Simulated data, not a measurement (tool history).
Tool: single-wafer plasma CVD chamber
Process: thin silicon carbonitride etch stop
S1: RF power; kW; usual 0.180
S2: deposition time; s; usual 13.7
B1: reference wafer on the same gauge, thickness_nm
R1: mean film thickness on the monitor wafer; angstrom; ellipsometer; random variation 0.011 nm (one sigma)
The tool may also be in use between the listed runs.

{"run": 1, "hour": 0.0, "S1": 0.18, "S2": 13.7, "B1": 6.46, "R1": 74.05}
{"run": 2, "hour": 30.4, "S1": 0.18, "S2": 13.7, "B1": 6.459, "R1": 74.19}
{"run": 3, "hour": 88.7, "S1": 0.18, "S2": 13.7, "B1": 6.463, "R1": 74.26}
{"run": 4, "hour": 159.0, "S1": 0.16, "S2": 12.2, "B1": 6.46, "R1": 61.88}
{"run": 5, "hour": 206.6, "S1": 0.16, "S2": 12.2, "B1": 6.458, "R1": 61.96}
{"run": 6, "hour": 242.3, "S1": 0.205, "S2": 13.7, "B1": 6.46, "R1": 79.1}
{"run": 7, "hour": 310.2, "S1": 0.205, "S2": 13.7, "B1": 6.46, "R1": 78.99}
{"run": 8, "hour": 356.8, "S1": 0.2, "S2": 13.7, "B1": 6.462, "R1": 78.18}
{"run": 9, "hour": 394.1, "S1": 0.2, "S2": 13.7, "B1": 6.459, "R1": 78.11}
{"run": 10, "hour": 419.3, "S1": 0.18, "S2": 13.7, "B1": 6.46, "R1": 73.95}
{"run": 11, "hour": 446.2, "S1": 0.18, "S2": 13.7, "B1": 6.464, "R1": 73.96}
{"run": 12, "hour": 513.0, "S1": 0.18, "S2": 13.7, "B1": 6.456, "R1": 74.03}
{"run": 13, "hour": 537.2, "S1": 0.18, "S2": 13.7, "B1": 6.455, "R1": 73.92}
{"run": 14, "hour": 603.2, "S1": 0.18, "S2": 14.9, "B1": 6.461, "R1": 80.31}
{"run": 15, "hour": 648.3, "S1": 0.18, "S2": 14.9, "B1": 6.46, "R1": 80.42}
{"run": 16, "hour": 696.9, "S1": 0.18, "S2": 14.9, "B1": 6.457, "R1": 80.33}
{"run": 17, "hour": 742.8, "S1": 0.18, "S2": 13.0, "B1": 6.461, "R1": 70.01}
{"hour": 757.7, "done": "thermocouple changed; heater temperature recalibrated"}
{"run": 18, "hour": 782.1, "S1": 0.18, "S2": 13.0, "B1": 6.458, "R1": 70.09}
{"run": 19, "hour": 839.2, "S1": 0.18, "S2": 13.7, "B1": 6.461, "R1": 74.05}
{"hour": 895.8, "done": "showerhead replaced"}
{"hour": 971.0, "done": "gauge calibrated"}
{"run": 20, "hour": 989.1, "S1": 0.18, "S2": 14.7, "B1": 6.46, "R1": 79.17}
{"run": 21, "hour": 1127.6, "S1": 0.145, "S2": 15.3, "B1": 6.458, "R1": 73.12}
{"run": 22, "hour": 1158.2, "S1": 0.21, "S2": 12.3, "B1": 6.461, "R1": 71.47}
{"run": 23, "hour": 1198.6, "S1": 0.18, "S2": 13.7, "B1": 6.458, "R1": 73.8}
{"run": 24, "hour": 1244.8, "S1": 0.205, "S2": 12.7, "B1": 6.465, "R1": 72.84}
{"run": 25, "hour": 1366.4, "S1": 0.18, "S2": 13.7, "B1": 6.46, "R1": 73.8}
{"run": 26, "hour": 1410.0, "S1": 0.17, "S2": 12.9, "B1": 6.462, "R1": 67.45}
{"run": 27, "hour": 1463.7, "S1": 0.15, "S2": 12.6, "B1": 6.459, "R1": 61.33}
{"hour": 1482.5, "done": "RF generator calibrated"}
{"run": 28, "hour": 1520.6, "S1": 0.215, "S2": 14.6, "B1": 6.46, "R1": 87.17}
{"run": 29, "hour": 1565.4, "S1": 0.16, "S2": 12.9, "B1": 6.46, "R1": 66.02}
{"run": 30, "hour": 1627.8, "S1": 0.18, "S2": 11.7, "B1": 6.461, "R1": 63.74}
{"run": 31, "hour": 1699.6, "S1": 0.19, "S2": 11.9, "B1": 6.458, "R1": 66.58}
{"run": 32, "hour": 1749.7, "S1": 0.21, "S2": 15.8, "B1": 6.458, "R1": 92.73}
{"run": 33, "hour": 1806.6, "S1": 0.18, "S2": 13.7, "B1": 6.461, "R1": 74.73}
{"run": 34, "hour": 1852.7, "S1": 0.2, "S2": 15.2, "B1": 6.458, "R1": 87.27}
{"run": 35, "hour": 2010.2, "S1": 0.215, "S2": 11.8, "B1": 6.462, "R1": 69.83}
{"run": 36, "hour": 2057.2, "S1": 0.155, "S2": 13.7, "B1": 6.46, "R1": 68.5}
{"run": 37, "hour": 2124.6, "S1": 0.21, "S2": 15.8, "B1": 6.46, "R1": 92.37}

3 ways to go on from here, each from the tool as it stands after run 37. What would each give?
{"run": "A", "hour": 2125.0, "S1": 0.18, "S2": 13.7, "B1": "?", "R1": "?"}
{"run": "B", "hour": 2125.0, "S1": 0.205, "S2": 15.2, "B1": "?", "R1": "?"}
{"run": "C", "hour": 2125.0, "S1": 0.18, "S2": 15.6, "B1": "?", "R1": "?"}

run=A B1=6.463 R1=74.34
run=B B1=6.463 R1=87.89
run=C B1=6.463 R1=84.65
Without the tool's hidden state the same runs would have given:
run=A R1=75.10
run=B R1=88.80
run=C R1=85.52
